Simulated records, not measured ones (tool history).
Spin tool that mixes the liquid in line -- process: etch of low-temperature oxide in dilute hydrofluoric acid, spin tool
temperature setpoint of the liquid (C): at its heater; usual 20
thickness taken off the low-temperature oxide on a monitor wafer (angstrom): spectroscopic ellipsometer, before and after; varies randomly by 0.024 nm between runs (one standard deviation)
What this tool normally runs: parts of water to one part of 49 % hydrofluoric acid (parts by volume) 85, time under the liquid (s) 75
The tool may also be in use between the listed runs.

run   hour  temperature setpoint of the liquid (C)  parts of water to one part of 49 % hydrofluoric acid (parts by volume)  time under the liquid (s)  wafers since the last listed run  hours since the thermometer was replaced  hours since the hydrofluoric acid flow meter was replaced  hours since the gauge calibration  read-back film thickness of the low-temperature oxide reference wafer, read on the same gauge (nm)  thickness taken off the low-temperature oxide on a monitor wafer (angstrom)
  1      0                                      20                                                                      85                         75                                 0                                    2044.7                                                      658.2                              160.6                                                                                               79.96                                                                         79.7
  2   23.8                                      20                                                                      85                         75                               232                                    2068.5                                                        682                              184.4                                                                                               80.02                                                                         80.1
  3   38.5                                      20                                                                      85                         75                               143                                    2083.2                                                      696.7                              199.1                                                                                               80.01                                                                         79.8
  4     65                                      20                                                                      85                         75                               259                                    2109.7                                                      723.2                              225.6                                                                                               80.03                                                                         79.7
  5   79.1                                      20                                                                      85                         75                               137                                    2123.8                                                      737.3                              239.7                                                                                               80.02                                                                         80.4
  6    102                                      20                                                                      85                         75                               224                                    2146.7                                                      760.2                              262.6                                                                                                  80                                                                           80
  7  124.2                                      20                                                                      70                         75                               217                                    2168.9                                                      782.4                              284.8                                                                                               79.99                                                                           99
  8  153.1                                      20                                                                      70                         75                               282                                    2197.8                                                      811.3                              313.7                                                                                               79.99                                                                         98.9
  9  169.8                                      20                                                                      70                         75                               163                                    2214.5                                                        828                              330.4                                                                                               80.01                                                                         99.4
 10  189.5                                      22                                                                      85                         75                               192                                    2234.2                                                      847.7                              350.1                                                                                               79.99                                                                         87.7
 11  217.9                                      22                                                                      85                         75                               277                                    2262.6                                                      876.1                              378.5                                                                                               80.03                                                                         87.4
 12  230.3                                      20                                                                     105                         75                               121                                      2275                                                      888.5                              390.9                                                                                               79.99                                                                         63.5
 13  246.5                                      20                                                                      85                         75                               158                                    2291.2                                                      904.7                              407.1                                                                                               79.99                                                                         80.1
 14  272.1                                      20                                                                      85                         75                               250                                    2316.8                                                      930.3                              432.7                                                                                                  80                                                                         80.4
 15  295.6                                      20                                                                      85                         75                               229                                    2340.3                                                      953.8                              456.2                                                                                                  80                                                                         80.4
 16  315.9                                      20                                                                      85                         75                               198                                    2360.6                                                      974.1                              476.5                                                                                               79.98                                                                         80.9
 17  328.1                                      17                                                                      50                         50                               119                                    2372.8                                                      986.3                              488.7                                                                                                  80                                                                         83.3
 18    354                                      20                                                                      85                         75                               253                                    2398.7                                                     1012.2                              514.6                                                                                               80.04                                                                         81.2
 19  379.6                                      20                                                                     100                         95                               250                                    2424.3                                                     1037.8                              540.2                                                                                               79.99                                                                         85.3
     382.7  -- hydrofluoric acid flow meter replaced
     452.9  -- thermometer replaced
 20  453.4                                      20                                                                      50                         55                               702                                       0.5                                                       70.7                                614                                                                                               79.98                                                                        101.4
 21    467                                    18.5                                                                      55                         75                               133                                      14.1                                                       84.3                              627.6                                                                                                  80                                                                        117.9
 22  502.3                                      20                                                                      85                         75                               345                                      49.4                                                      119.6                              662.9                                                                                               80.02                                                                         78.2
 23  531.8                                      20                                                                      85                         95                               288                                      78.9                                                      149.1                              692.4                                                                                               80.01                                                                         99.7
 24    550                                      23                                                                      85                         95                               178                                      97.1                                                      167.3                              710.6                                                                                               80.01                                                                        112.5
     559.6  -- gauge calibrated
 25  575.4                                      17                                                                      55                         55                               248                                     122.5                                                      192.7                               15.8                                                                                               80.05                                                                         81.2
 26  596.1                                      20                                                                      60                         75                               202                                     143.2                                                      213.4                               36.5                                                                                                  80                                                                        114.5
 27  680.1                                      17                                                                      85                         75                               821                                     227.2                                                      297.4                              120.5                                                                                               79.97                                                                         69.8
 28  696.6                                      20                                                                      85                         75                               161                                     243.7                                                      313.9                                137                                                                                                  80                                                                         78.9
 29  724.5                                      20                                                                      65                         50                               272                                     271.6                                                      341.8                              164.9                                                                                               79.97                                                                         70.2
 30  759.6                                      20                                                                      85                         75                               343                                     306.7                                                      376.9                                200                                                                                               80.03                                                                         78.8

Below are 3 alternative next runs, each starting from the tool's condition after run 30. Predict each:
  A   760                                      20                                                                     100                         75                                 3                                     307.1                                                      377.3                              200.4                                                                                                   ?                                                                            ?
  B   760                                    21.5                                                                      85                         95                                 3                                     307.1                                                      377.3                              200.4                                                                                                   ?                                                                            ?
  C   760                                      20                                                                     125                         75                                 3                                     307.1                                                      377.3                              200.4                                                                                                   ?                                                                            ?

run  read-back film thickness of the low-temperature oxide reference wafer, read on the same gauge (nm)  thickness taken off the low-temperature oxide on a monitor wafer (angstrom)
  A                                                                                                  80                                                                         65.8
  B                                                                                                  80                                                                        106.2
  C                                                                                                  80                                                                         51.3
With the hidden condition removed and each run's random variation left untouched, the same runs would have given:
run  thickness taken off the low-temperature oxide on a monitor wafer (angstrom)
  A                                                                         64.6
  B                                                                        104.2
  C                                                                         50.3
